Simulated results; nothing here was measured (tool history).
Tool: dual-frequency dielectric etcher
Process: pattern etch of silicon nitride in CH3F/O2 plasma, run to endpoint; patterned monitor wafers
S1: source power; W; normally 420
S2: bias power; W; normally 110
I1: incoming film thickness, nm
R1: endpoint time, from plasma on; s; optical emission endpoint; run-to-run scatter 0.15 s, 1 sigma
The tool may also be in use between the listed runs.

run     day   S1   S2    I1    R1
  1       0  420  110  54.3  52.2
  2   0.538  420  110  54.2  52.1
  3   1.204  420  124  53.7  48.1
  4   3.246  420  124  54.3  48.9
  5   3.608  420  124  54.1  48.7
  6   3.967  420  110  53.6  51.7
  7   4.508  450   89  53.6  56.4
  8    4.95  450   89  54.2  57.3
  9   5.588  420  110  53.7  51.9
 10   6.196  420  110  53.5  51.9
 11   6.917  420  110  53.8  51.9
 12     7.6  420  110  53.8  52.3
 13   8.125  420  110  54.8    53
 14   8.404  500  121  54.2  46.4
      9.488  -- wet clean of the chamber
 15   9.508  460  110  53.6  48.4
 16   9.521  420  110  54.6  51.8
 17  10.125  420  110    54  50.8
     10.475  -- bias power generator calibrated
 18  10.496  360  133  53.7  49.2
     11.621  -- upper electrode replaced
 19  11.642  360  133  54.2  49.6
 20  11.654  420  110  54.8  51.7
 21  11.671  420  103    54  52.9
 22  12.375  470   93  53.7  53.3
 23  13.042  420  110  54.1  51.5
     13.354  -- source power generator calibrated
 24  13.375  330  100  54.5  61.4
 25  14.233  340  128  53.8    52
 26  14.792  480   95  54.9  53.6
 27  15.121  510  110  53.7  46.8
 28  15.767  330  110  53.9  57.9
 29  16.033  360  124  54.2    52
 30  16.329  420  110  54.1  51.6
 31  16.954  390  100  53.8  56.3

Predict each of these 3 candidate next runs independently; none follows another, all start after run 31:
  A  16.975  420  110  54.1   ?
  B  16.975  510   83  54.1   ?
  C  16.975  470  127  54.1   ?

run    R1
  A  51.6
  B  55.5
  C  45.3
With the hidden condition removed and each run's random variation left untouched, the same runs would have given:
run    R1
  A    51
  B  54.8
  C  44.8
